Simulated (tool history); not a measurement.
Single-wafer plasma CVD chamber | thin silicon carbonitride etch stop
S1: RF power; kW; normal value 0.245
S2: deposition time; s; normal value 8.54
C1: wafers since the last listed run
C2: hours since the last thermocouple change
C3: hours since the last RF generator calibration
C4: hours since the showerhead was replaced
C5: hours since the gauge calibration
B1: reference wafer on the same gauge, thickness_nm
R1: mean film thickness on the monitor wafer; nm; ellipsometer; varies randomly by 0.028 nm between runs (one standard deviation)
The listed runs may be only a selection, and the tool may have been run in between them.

run 1 hour=0.0 | S1=0.245 S2=8.54 | C1=0 C2=145.5 C3=228.4 C4=2596.2 C5=733.4 | B1=4.437 | R1=5.134
run 2 hour=35.1 | S1=0.245 S2=8.54 | C1=561 C2=180.6 C3=263.5 C4=2631.3 C5=768.5 | B1=4.442 | R1=5.176
run 3 hour=106.7 | S1=0.245 S2=8.54 | C1=1146 C2=252.2 C3=335.1 C4=2702.9 C5=840.1 | B1=4.441 | R1=5.157
run 4 hour=160.5 | S1=0.260 S2=8.54 | C1=861 C2=306.0 C3=388.9 C4=2756.7 C5=893.9 | B1=4.441 | R1=5.220
run 5 hour=221.9 | S1=0.245 S2=8.13 | C1=983 C2=367.4 C3=450.3 C4=2818.1 C5=955.3 | B1=4.437 | R1=4.989
run 6 hour=248.6 | S1=0.245 S2=8.54 | C1=427 C2=394.1 C3=477.0 C4=2844.8 C5=982.0 | B1=4.441 | R1=5.159
run 7 hour=278.3 | S1=0.245 S2=8.54 | C1=475 C2=423.8 C3=506.7 C4=2874.5 C5=1011.7 | B1=4.435 | R1=5.131
run 8 hour=321.2 | S1=0.245 S2=8.54 | C1=686 C2=466.7 C3=549.6 C4=2917.4 C5=1054.6 | B1=4.449 | R1=5.146
-- hour=372.3 gauge calibrated
run 9 hour=376.7 | S1=0.245 S2=9.23 | C1=888 C2=522.2 C3=605.1 C4=2972.9 C5=4.4 | B1=4.435 | R1=5.583
run 10 hour=404.0 | S1=0.245 S2=8.54 | C1=437 C2=549.5 C3=632.4 C4=3000.2 C5=31.7 | B1=4.439 | R1=5.169
run 11 hour=470.8 | S1=0.280 S2=9.59 | C1=1069 C2=616.3 C3=699.2 C4=3067.0 C5=98.5 | B1=4.439 | R1=5.889
run 12 hour=518.6 | S1=0.225 S2=7.54 | C1=765 C2=664.1 C3=747.0 C4=3114.8 C5=146.3 | B1=4.440 | R1=4.474
run 13 hour=567.1 | S1=0.220 S2=7.75 | C1=776 C2=712.6 C3=795.5 C4=3163.3 C5=194.8 | B1=4.438 | R1=4.618
-- hour=772.9 showerhead replaced
run 14 hour=773.4 | S1=0.245 S2=8.54 | C1=3174 C2=918.9 C3=1001.8 C4=0.5 C5=401.1 | B1=4.439 | R1=5.191
-- hour=793.3 thermocouple changed; heater temperature recalibrated
run 15 hour=801.0 | S1=0.295 S2=8.03 | C1=313 C2=7.7 C3=1029.4 C4=28.1 C5=428.7 | B1=4.441 | R1=5.077
run 16 hour=834.6 | S1=0.290 S2=6.98 | C1=537 C2=41.3 C3=1063.0 C4=61.7 C5=462.3 | B1=4.436 | R1=4.355
-- hour=896.7 RF generator calibrated
run 17 hour=902.4 | S1=0.245 S2=8.54 | C1=957 C2=109.1 C3=5.7 C4=129.5 C5=530.1 | B1=4.440 | R1=5.203
run 18 hour=970.3 | S1=0.215 S2=10.01 | C1=1087 C2=177.0 C3=73.6 C4=197.4 C5=598.0 | B1=4.442 | R1=5.894
run 19 hour=1151.0 | S1=0.225 S2=7.39 | C1=2893 C2=357.7 C3=254.3 C4=378.1 C5=778.7 | B1=4.442 | R1=4.406

Exercise: give the hidden state of the tool at every run:
wafer temperature above the value expected at the setpoint (K): 0 across all the runs
delivered RF power above the setpoint (%): 0 across all the runs
gauge reads high (%): 0 across all the runs
